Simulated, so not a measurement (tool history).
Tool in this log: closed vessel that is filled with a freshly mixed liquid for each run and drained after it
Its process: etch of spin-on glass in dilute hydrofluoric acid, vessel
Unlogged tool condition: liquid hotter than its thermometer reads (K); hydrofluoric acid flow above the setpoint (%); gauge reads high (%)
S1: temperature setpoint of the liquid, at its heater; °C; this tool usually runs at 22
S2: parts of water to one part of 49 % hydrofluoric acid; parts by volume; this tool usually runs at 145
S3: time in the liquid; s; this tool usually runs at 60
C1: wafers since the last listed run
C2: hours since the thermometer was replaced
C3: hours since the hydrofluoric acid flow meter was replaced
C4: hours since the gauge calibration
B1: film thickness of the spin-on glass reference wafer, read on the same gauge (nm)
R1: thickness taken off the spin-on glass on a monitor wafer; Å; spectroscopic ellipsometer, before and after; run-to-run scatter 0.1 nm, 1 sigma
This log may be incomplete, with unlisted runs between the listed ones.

run	hour	S1	S2	S3	C1	C2	C3	C4	B1	R1
1	0	23.5	145	60	0	406.8	157.4	195.7	70.04	156.5
2	38.3	23.5	145	60	5204	445.1	195.7	234	70.03	156.2
3	76.2	22	145	60	5150	483	233.6	271.9	70.03	147.1
4	106.2	22	145	60	4076	513	263.6	301.9	69.98	146.7
5	169.1	22	145	60	8547	575.9	326.5	364.8	70	149.5
6	211.3	22	145	60	5734	618.1	368.7	407	69.97	151
7	267.2	24	145	60	7596	674	424.6	462.9	69.99	161.9
# hour 303.8: gauge calibrated
8	324.3	22	210	60	7759	731.1	481.7	20.5	70.03	97.8
# hour 335.3: hydrofluoric acid flow meter replaced
9	387.6	26	190	80	8466	794.4	52.3	83.8	69.98	169.8
# hour 426.6: thermometer replaced
10	457	22	145	60	9295	30.4	121.7	153.2	69.96	142.7
11	503	22	145	60	6251	76.4	167.7	199.2	70	143.7
12	553.9	24.5	195	85	6917	127.3	218.6	250.1	70.05	157.1
13	623.3	18	145	70	9431	196.7	288	319.5	70	143.3

Forecast run 14:
14	653.8	19	80	50	4144	227.2	318.5	350	?	?

B1: 70.04
R1: 207.9 Å
Minus the tool's unlogged condition, the same run would have read R1 203.7 Å.

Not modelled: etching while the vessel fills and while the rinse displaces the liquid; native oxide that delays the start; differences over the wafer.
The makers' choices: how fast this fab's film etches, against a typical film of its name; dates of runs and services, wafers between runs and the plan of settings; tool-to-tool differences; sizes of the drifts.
